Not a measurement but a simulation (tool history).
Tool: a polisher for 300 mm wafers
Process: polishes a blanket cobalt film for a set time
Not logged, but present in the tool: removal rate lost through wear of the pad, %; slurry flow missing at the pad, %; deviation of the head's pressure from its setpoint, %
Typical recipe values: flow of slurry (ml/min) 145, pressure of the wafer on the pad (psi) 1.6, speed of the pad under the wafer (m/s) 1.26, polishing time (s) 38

run    hour  flow of slurry (ml/min)  pressure of the wafer on the pad (psi)  speed of the pad under the wafer (m/s)  polishing time (s)  wafers since the last listed run  wafers polished on this pad  hours since the slurry nozzle was cleaned  hours since the head pressure was calibrated  incoming thickness of the incoming film, nm  film removed (angstrom)
  1       0                      145                                     1.3                                    1.26                  38                                 0                         6008                                      183.3                                          83.2                                        838.7                     1373
  2    46.9                      145                                     1.3                                    1.26                  38                               743                         6752                                      230.2                                         130.1                                        866.5                     1353
       72.4  -- worn pad replaced by a new one
  3    86.3                      145                                     1.3                                    1.26                  38                               561                          220                                      269.6                                         169.5                                          858                     1353
  4   142.7                      180                                     1.6                                    1.26                  38                               894                         1114                                        326                                         225.9                                        834.5                     1653
      223.9  -- slurry nozzle cleaned
  5   226.9                      145                                     1.6                                    1.26                  43                              1319                         2434                                          3                                         310.1                                          860                     1854
  6     328                      145                                     1.6                                    1.26                  43                              1602                         4037                                      104.1                                         411.2                                        849.8                     1834
  7     432                      180                                       2                                    1.26                  38                              1648                         5686                                      208.1                                         515.2                                        855.1                     1976
      518.8  -- worn pad replaced by a new one
  8   522.7                      180                                       2                                    1.26                  38                              1374                           61                                      298.8                                         605.9                                        847.2                     1920
  9     607                      145                                     1.6                                    1.26                  38                              1336                         1398                                      383.1                                         690.2                                        844.9                     1527
        651  -- slurry nozzle cleaned
 10   651.5                      145                                     1.6                                    1.26                  38                               689                         2087                                        0.5                                         734.7                                        863.1                     1639
 11   735.7                      145                                     1.6                                    1.26                  38                              1335                         3422                                       84.7                                         818.9                                        847.1                     1622
 12   794.9                      145                                     1.6                                    1.26                  38                               938                         4361                                      143.9                                         878.1                                        842.4                     1634
 13     842                      145                                     1.6                                    1.26                  38                               746                         5108                                        191                                         925.2                                        843.7                     1599
 14   933.1                      145                                     1.6                                    1.26                  38                              1444                         6552                                      282.1                                        1016.3                                        841.9                     1584
      976.3  -- worn pad replaced by a new one
 15     999                      145                                     1.6                                    1.26                  38                               981                          359                                        348                                        1082.2                                        856.4                     1549
 16  1053.1                      170                                       1                                    1.26                  38                               857                         1217                                      402.1                                        1136.3                                        850.3                     1137
     1068.4  -- slurry nozzle cleaned
 17  1121.3                      145                                     1.8                                     1.4                  38                              1065                         2283                                       52.9                                        1204.5                                        862.8                     1963
 18  1222.2                      180                                       2                                    1.26                  38                              1599                         3882                                      153.8                                        1305.4                                        854.2                     2019
       1252  -- head pressure recalibrated
 19  1312.6                      145                                     1.6                                    1.26                  38                              1401                         5284                                      244.2                                          60.6                                        846.2                     1611
 20  1399.3                      145                                     1.6                                    1.26                  38                              1374                         6659                                      330.9                                         147.3                                        861.8                     1563
     1416.4  -- worn pad replaced by a new one
 21  1446.3                      145                                     1.6                                    1.66                  38                               681                          473                                      377.9                                         194.3                                        853.9                     1993
     1512.4  -- slurry nozzle cleaned
 22  1534.7                      145                                     1.6                                    1.44                  31                              1385                         1859                                       22.3                                         282.7                                        858.6                     1529
 23  1589.4                       95                                       1                                     1.6                  38                               867                         2726                                         77                                         337.4                                        848.3                     1331
 24  1628.1                      145                                       2                                    1.48                  34                               613                         3340                                      115.7                                         376.1                                        844.3                     1983
       1826  -- worn pad replaced by a new one
 25  1838.6                      180                                     1.2                                    1.26                  25                              3274                          199                                      326.2                                         586.6                                        846.9                      871
 26  1941.6                      145                                     1.8                                     1.4                  38                              1633                         1832                                      429.2                                         689.6                                        852.1                     1847
     1963.8  -- slurry nozzle cleaned
 27  2019.7                      170                                     1.6                                    1.26                  34                              1222                         3055                                       55.9                                         767.7                                        851.1                     1502
 28  2076.3                      145                                     2.1                                    1.26                  38                               897                         3952                                      112.5                                         824.3                                        862.4                     1998
 29  2156.9                      145                                     1.6                                    0.94                  38                              1277                         5230                                      193.1                                         904.9                                        854.6                     1239
 30  2229.5                      145                                     1.6                                    1.06                  28                              1151                         6381                                      265.7                                         977.5                                        845.7                     1007

5 options for the next run, each taken on its own from the tool as it stands now. Forecast them:
  A  2229.9                      145                                     1.6                                    1.26                  38                                 6                         6388                                      266.1                                         977.9                                        840.9                        ?
  B  2229.9                      145                                     1.9                                       1                  27                                 6                         6388                                      266.1                                         977.9                                        840.9                        ?
  C  2229.9                      145                                     2.2                                     0.9                  26                                 6                         6388                                      266.1                                         977.9                                        840.9                        ?
  D  2229.9                      130                                     1.6                                    1.26                  27                                 6                         6388                                      266.1                                         977.9                                        840.9                        ?
  E  2229.9                      180                                     1.9                                    1.56                  26                                 6                         6388                                      266.1                                         977.9                                        840.9                        ?

run  film removed (angstrom)
  A                     1565
  B                     1035
  C                     1024
  D                     1086
  E                     1553
With the hidden condition removed and each run's random variation left untouched, the same runs would have given:
run  film removed (angstrom)
  A                     1642
  B                     1086
  C                     1074
  D                     1144
  E                     1615
